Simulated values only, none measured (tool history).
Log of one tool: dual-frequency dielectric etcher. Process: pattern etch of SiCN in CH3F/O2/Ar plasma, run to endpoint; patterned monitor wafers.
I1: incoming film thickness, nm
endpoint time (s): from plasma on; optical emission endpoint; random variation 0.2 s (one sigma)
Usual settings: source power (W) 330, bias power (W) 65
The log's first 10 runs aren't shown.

{"run": 11, "hour": 748.0, "source power (W)": 380, "bias power (W)": 65, "I1": 8.04, "endpoint time (s)": 21.5}
{"run": 12, "hour": 824.2, "source power (W)": 380, "bias power (W)": 65, "I1": 7.99, "endpoint time (s)": 21.1}
{"run": 13, "hour": 850.5, "source power (W)": 380, "bias power (W)": 65, "I1": 7.94, "endpoint time (s)": 21.1}
{"run": 14, "hour": 921.6, "source power (W)": 350, "bias power (W)": 65, "I1": 8.03, "endpoint time (s)": 22.3}
{"run": 15, "hour": 990.0, "source power (W)": 300, "bias power (W)": 72, "I1": 8.05, "endpoint time (s)": 23.5}
{"hour": 1023.4, "done": "wet clean of the chamber"}
{"hour": 1062.7, "done": "source power generator calibrated"}
{"run": 16, "hour": 1063.2, "source power (W)": 250, "bias power (W)": 71, "I1": 8, "endpoint time (s)": 25.6}
{"run": 17, "hour": 1093.7, "source power (W)": 280, "bias power (W)": 75, "I1": 7.97, "endpoint time (s)": 24.1}
{"run": 18, "hour": 1138.2, "source power (W)": 260, "bias power (W)": 60, "I1": 8.04, "endpoint time (s)": 26.7}
{"run": 19, "hour": 1180.5, "source power (W)": 330, "bias power (W)": 61, "I1": 8.07, "endpoint time (s)": 23.4}
{"run": 20, "hour": 1206.3, "source power (W)": 260, "bias power (W)": 75, "I1": 7.98, "endpoint time (s)": 24.7}

Forecast run 21:
{"run": 21, "hour": 1275.3, "source power (W)": 310, "bias power (W)": 76, "I1": 8.06, "endpoint time (s)": "?"}

Run 21 gave endpoint time (s) 22.4.
Without the tool's hidden state the same run would have given endpoint time (s) 22.7.
